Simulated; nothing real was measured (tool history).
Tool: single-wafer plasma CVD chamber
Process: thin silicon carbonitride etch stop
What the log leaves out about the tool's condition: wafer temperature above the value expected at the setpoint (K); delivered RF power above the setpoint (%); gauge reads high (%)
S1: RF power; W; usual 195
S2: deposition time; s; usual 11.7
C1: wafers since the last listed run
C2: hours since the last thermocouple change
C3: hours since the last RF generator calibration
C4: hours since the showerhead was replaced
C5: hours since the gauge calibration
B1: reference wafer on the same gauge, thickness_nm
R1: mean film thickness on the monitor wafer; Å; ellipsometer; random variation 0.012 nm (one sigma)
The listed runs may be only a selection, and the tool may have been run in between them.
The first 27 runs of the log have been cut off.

| run | day | S1 | S2 | C1 | C2 | C3 | C4 | C5 | B1 | R1 |
|---|---|---|---|---|---|---|---|---|---|---|
| 28 | 15.517 | 195 | 9.4 | 202 | 98 | 115.9 | 294.9 | 172.7 | 6.541 | 56.05 |
| 29 | 15.962 | 205 | 12.7 | 319 | 108.7 | 126.6 | 305.6 | 183.4 | 6.544 | 77.36 |
| 30 | 16.488 | 195 | 13.1 | 375 | 121.3 | 139.2 | 318.2 | 196 | 6.541 | 78.26 |
| 31 | 17.171 | 195 | 11.7 | 489 | 137.7 | 155.6 | 334.6 | 212.4 | 6.541 | 69.95 |
| 32 | 17.542 | 215 | 10.5 | 265 | 146.6 | 164.5 | 343.5 | 221.3 | 6.536 | 64.99 |
| 33 | 18 | 170 | 13.6 | 328 | 157.6 | 175.5 | 354.5 | 232.3 | 6.538 | 77.12 |
| 34 | 18.625 | 195 | 11.7 | 447 | 172.6 | 190.5 | 369.5 | 247.3 | 6.54 | 70.04 |
| 35 | 19.096 | 210 | 11 | 337 | 183.9 | 201.8 | 380.8 | 258.6 | 6.544 | 67.34 |
| 36 | 19.812 | 225 | 12.5 | 513 | 201.1 | 219 | 398 | 275.8 | 6.538 | 78.29 |

Forecast each of these 4 alternatives for the next run:
| A | 19.829 | 195 | 9.5 | 11 | 201.5 | 219.4 | 398.4 | 276.2 | ? | ? |
| B | 19.829 | 195 | 13.5 | 11 | 201.5 | 219.4 | 398.4 | 276.2 | ? | ? |
| C | 19.829 | 230 | 10.4 | 11 | 201.5 | 219.4 | 398.4 | 276.2 | ? | ? |
| D | 19.829 | 175 | 13.6 | 11 | 201.5 | 219.4 | 398.4 | 276.2 | ? | ? |

| run | B1 | R1 |
|---|---|---|
| A | 6.543 | 56.77 |
| B | 6.543 | 80.68 |
| C | 6.543 | 66 |
| D | 6.543 | 78.05 |
Had the tool no hidden state, the same runs would have come out as:
| run | R1 |
|---|---|
| A | 56.99 |
| B | 80.98 |
| C | 66.24 |
| D | 78.34 |
